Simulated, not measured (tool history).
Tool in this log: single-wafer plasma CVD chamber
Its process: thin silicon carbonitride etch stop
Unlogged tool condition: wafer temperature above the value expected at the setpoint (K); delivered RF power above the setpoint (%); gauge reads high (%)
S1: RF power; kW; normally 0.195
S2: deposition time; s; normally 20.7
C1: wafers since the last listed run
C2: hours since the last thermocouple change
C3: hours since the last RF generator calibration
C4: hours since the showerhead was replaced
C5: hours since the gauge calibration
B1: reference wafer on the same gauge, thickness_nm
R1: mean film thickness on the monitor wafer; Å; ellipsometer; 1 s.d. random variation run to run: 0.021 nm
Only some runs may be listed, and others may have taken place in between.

{"run": 1, "day": 0.0, "S1": 0.195, "S2": 20.7, "C1": 0, "C2": 2825.1, "C3": 697.1, "C4": 5501.8, "C5": 48.2, "B1": 10.793, "R1": 122.63}
{"run": 2, "day": 0.429, "S1": 0.225, "S2": 19.8, "C1": 187, "C2": 2835.4, "C3": 707.4, "C4": 5512.1, "C5": 58.5, "B1": 10.801, "R1": 122.98}
{"run": 3, "day": 0.838, "S1": 0.195, "S2": 20.7, "C1": 178, "C2": 2845.2, "C3": 717.2, "C4": 5521.9, "C5": 68.3, "B1": 10.809, "R1": 122.92}
{"run": 4, "day": 1.392, "S1": 0.195, "S2": 20.7, "C1": 242, "C2": 2858.5, "C3": 730.5, "C4": 5535.2, "C5": 81.6, "B1": 10.801, "R1": 122.57}
{"run": 5, "day": 2.004, "S1": 0.195, "S2": 20.7, "C1": 267, "C2": 2873.2, "C3": 745.2, "C4": 5549.9, "C5": 96.3, "B1": 10.805, "R1": 122.61}
{"run": 6, "day": 2.292, "S1": 0.195, "S2": 20.7, "C1": 125, "C2": 2880.1, "C3": 752.1, "C4": 5556.8, "C5": 103.2, "B1": 10.792, "R1": 122.86}
{"run": 7, "day": 2.646, "S1": 0.195, "S2": 20.7, "C1": 154, "C2": 2888.6, "C3": 760.6, "C4": 5565.3, "C5": 111.7, "B1": 10.798, "R1": 122.35}
{"run": 8, "day": 3.379, "S1": 0.195, "S2": 20.7, "C1": 320, "C2": 2906.2, "C3": 778.2, "C4": 5582.9, "C5": 129.3, "B1": 10.802, "R1": 122.15}
{"day": 3.754, "done": "RF generator calibrated"}
{"day": 4.058, "done": "thermocouple changed; heater temperature recalibrated"}
{"run": 9, "day": 4.079, "S1": 0.165, "S2": 20.7, "C1": 27, "C2": 0.5, "C3": 7.8, "C4": 5599.7, "C5": 146.1, "B1": 10.796, "R1": 113.78}
{"run": 10, "day": 4.092, "S1": 0.165, "S2": 20.7, "C1": 5, "C2": 0.8, "C3": 8.1, "C4": 5600.0, "C5": 146.4, "B1": 10.794, "R1": 113.59}
{"day": 4.912, "done": "showerhead replaced"}
{"run": 11, "day": 4.933, "S1": 0.195, "S2": 18.8, "C1": 222, "C2": 21.0, "C3": 28.3, "C4": 0.5, "C5": 166.6, "B1": 10.799, "R1": 109.35}
{"day": 5.079, "done": "gauge calibrated"}
{"run": 12, "day": 5.462, "S1": 0.195, "S2": 20.7, "C1": 231, "C2": 33.7, "C3": 41.0, "C4": 13.2, "C5": 9.2, "B1": 10.808, "R1": 120.45}
{"run": 13, "day": 5.792, "S1": 0.16, "S2": 23.8, "C1": 143, "C2": 41.6, "C3": 48.9, "C4": 21.1, "C5": 17.1, "B1": 10.801, "R1": 129.72}
{"day": 6.404, "done": "RF generator calibrated, repeated, since the last time left the tool worse"}
{"run": 14, "day": 6.442, "S1": 0.17, "S2": 22.9, "C1": 138, "C2": 57.2, "C3": 0.9, "C4": 36.7, "C5": 32.7, "B1": 10.797, "R1": 131.59}
{"run": 15, "day": 6.842, "S1": 0.195, "S2": 20.7, "C1": 174, "C2": 66.8, "C3": 10.5, "C4": 46.3, "C5": 42.3, "B1": 10.799, "R1": 124.74}
{"run": 16, "day": 7.404, "S1": 0.195, "S2": 20.7, "C1": 245, "C2": 80.3, "C3": 24.0, "C4": 59.8, "C5": 55.8, "B1": 10.8, "R1": 124.61}
{"run": 17, "day": 7.808, "S1": 0.185, "S2": 17.4, "C1": 176, "C2": 90.0, "C3": 33.7, "C4": 69.5, "C5": 65.5, "B1": 10.795, "R1": 102.9}
{"run": 18, "day": 8.338, "S1": 0.225, "S2": 19.1, "C1": 231, "C2": 102.7, "C3": 46.4, "C4": 82.2, "C5": 78.2, "B1": 10.796, "R1": 120.86}
{"run": 19, "day": 8.983, "S1": 0.215, "S2": 18.0, "C1": 282, "C2": 118.2, "C3": 61.9, "C4": 97.7, "C5": 93.7, "B1": 10.806, "R1": 111.45}
{"run": 20, "day": 9.488, "S1": 0.195, "S2": 20.7, "C1": 220, "C2": 130.3, "C3": 74.0, "C4": 109.8, "C5": 105.8, "B1": 10.797, "R1": 124.71}
{"run": 21, "day": 10.167, "S1": 0.23, "S2": 16.6, "C1": 296, "C2": 146.6, "C3": 90.3, "C4": 126.1, "C5": 122.1, "B1": 10.801, "R1": 105.44}
{"run": 22, "day": 10.438, "S1": 0.235, "S2": 17.3, "C1": 118, "C2": 153.1, "C3": 96.8, "C4": 132.6, "C5": 128.6, "B1": 10.797, "R1": 110.64}
{"run": 23, "day": 11.038, "S1": 0.195, "S2": 20.7, "C1": 262, "C2": 167.5, "C3": 111.2, "C4": 147.0, "C5": 143.0, "B1": 10.799, "R1": 124.86}
{"run": 24, "day": 11.321, "S1": 0.175, "S2": 16.6, "C1": 123, "C2": 174.3, "C3": 118.0, "C4": 153.8, "C5": 149.8, "B1": 10.804, "R1": 96.3}
{"run": 25, "day": 11.788, "S1": 0.185, "S2": 22.3, "C1": 203, "C2": 185.5, "C3": 129.2, "C4": 165.0, "C5": 161.0, "B1": 10.798, "R1": 131.44}

Alternative continuations, all from the tool just after run 25; predict every row:
{"run": "A", "day": 11.804, "S1": 0.195, "S2": 23.2, "C1": 7, "C2": 185.9, "C3": 129.6, "C4": 165.4, "C5": 161.4, "B1": "?", "R1": "?"}
{"run": "B", "day": 11.804, "S1": 0.18, "S2": 17.0, "C1": 7, "C2": 185.9, "C3": 129.6, "C4": 165.4, "C5": 161.4, "B1": "?", "R1": "?"}
{"run": "C", "day": 11.804, "S1": 0.17, "S2": 20.7, "C1": 7, "C2": 185.9, "C3": 129.6, "C4": 165.4, "C5": 161.4, "B1": "?", "R1": "?"}
{"run": "D", "day": 11.804, "S1": 0.21, "S2": 20.7, "C1": 7, "C2": 185.9, "C3": 129.6, "C4": 165.4, "C5": 161.4, "B1": "?", "R1": "?"}

run=A B1=10.797 R1=139.28
run=B B1=10.797 R1=99.41
run=C B1=10.797 R1=118.79
run=D B1=10.797 R1=127.30
With the hidden condition removed and each run's random variation left untouched, the same runs would have given:
run=A R1=139.40
run=B R1=99.50
run=C R1=118.89
run=D R1=127.41
